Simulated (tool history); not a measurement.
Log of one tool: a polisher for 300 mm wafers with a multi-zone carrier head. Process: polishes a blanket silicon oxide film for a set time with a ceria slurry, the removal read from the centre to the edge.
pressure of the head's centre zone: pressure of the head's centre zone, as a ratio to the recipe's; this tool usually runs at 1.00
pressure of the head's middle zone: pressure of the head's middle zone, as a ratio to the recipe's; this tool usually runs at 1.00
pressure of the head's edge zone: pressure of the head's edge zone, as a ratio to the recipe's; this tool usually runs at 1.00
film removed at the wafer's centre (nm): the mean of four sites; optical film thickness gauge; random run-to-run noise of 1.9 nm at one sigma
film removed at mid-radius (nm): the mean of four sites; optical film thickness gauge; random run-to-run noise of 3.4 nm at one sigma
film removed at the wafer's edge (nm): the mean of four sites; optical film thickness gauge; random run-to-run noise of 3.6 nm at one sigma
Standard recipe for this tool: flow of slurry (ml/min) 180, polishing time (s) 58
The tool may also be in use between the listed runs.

run,hour,flow of slurry (ml/min),pressure of the head's centre zone,pressure of the head's middle zone,pressure of the head's edge zone,polishing time (s),"incoming thickness of the incoming film, nm",film removed at the wafer's centre (nm),film removed at mid-radius (nm),film removed at the wafer's edge (nm)
1,0.0,180,0.96,0.96,1.00,58,1281.3,239.3,244.7,254.7
2,16.7,180,1.00,1.00,1.00,52,1273.5,220.2,231.3,230.6
3,25.1,180,1.00,1.00,0.89,58,1292.0,241.4,247.6,240.5
4,38.5,180,1.00,1.00,1.00,58,1289.3,246.2,254.2,255.2
5,56.0,130,1.00,1.00,1.00,58,1304.4,231.4,244.0,244.1
# hour 60.5: worn pad replaced by a new one
6,69.4,235,1.00,0.96,1.00,58,1271.9,254.2,252.5,264.8
7,85.7,180,0.90,1.00,1.04,58,1298.9,222.4,249.8,260.3
8,96.6,180,1.00,0.94,0.94,58,1296.3,247.1,237.5,251.8
9,106.9,180,1.00,1.11,1.00,58,1289.6,247.4,265.6,253.6
10,117.8,180,0.96,1.11,1.09,41,1303.3,166.7,193.9,190.3
11,130.4,180,1.00,1.06,1.07,41,1294.2,174.1,184.1,188.4
12,141.2,180,1.00,1.00,1.00,58,1279.0,245.0,254.5,251.9
13,156.4,180,1.00,1.00,1.00,58,1272.0,244.3,251.2,253.0
14,163.8,210,1.00,0.88,0.94,58,1313.4,250.0,231.6,257.2
# hour 176.8: worn pad replaced by a new one
15,180.8,160,1.00,1.00,1.00,52,1263.2,218.4,223.0,226.5
16,193.2,230,1.00,0.96,1.05,70,1287.3,305.7,299.7,313.0
# hour 208.0: carrier head's membrane replaced by a new one
17,243.8,180,1.00,0.92,1.00,52,1292.7,219.2,206.6,226.1
18,261.3,180,1.00,1.00,1.00,58,1276.7,244.4,242.3,256.0
19,278.5,160,1.00,1.00,1.00,52,1291.0,212.8,216.3,225.0
20,292.0,180,1.00,1.00,1.10,58,1264.7,238.7,251.2,267.1
21,299.9,180,1.00,1.00,1.00,58,1299.8,245.5,246.6,251.6
# hour 308.4: worn pad replaced by a new one
22,311.2,120,1.00,1.00,1.00,76,1267.4,297.2,306.8,313.8
23,328.4,180,1.07,1.11,1.00,43,1285.8,190.8,196.7,184.8

Here are 3 independent what-if runs from the current tool condition. What would each one return?
A,328.8,180,1.08,1.00,1.00,58,1288.9,?,?,?
B,328.8,180,0.95,1.00,1.00,58,1288.9,?,?,?
C,328.8,180,1.07,1.09,1.08,76,1288.9,?,?,?

run,film removed at the wafer's centre (nm),film removed at mid-radius (nm),film removed at the wafer's edge (nm)
A,259.7,251.4,251.0
B,230.8,251.5,251.0
C,337.6,354.4,341.2
Without the tool's hidden state the same runs would have given:
run,film removed at the wafer's centre (nm),film removed at mid-radius (nm),film removed at the wafer's edge (nm)
A,266.3,257.1,255.1
B,236.6,257.2,255.1
C,346.1,362.4,346.7
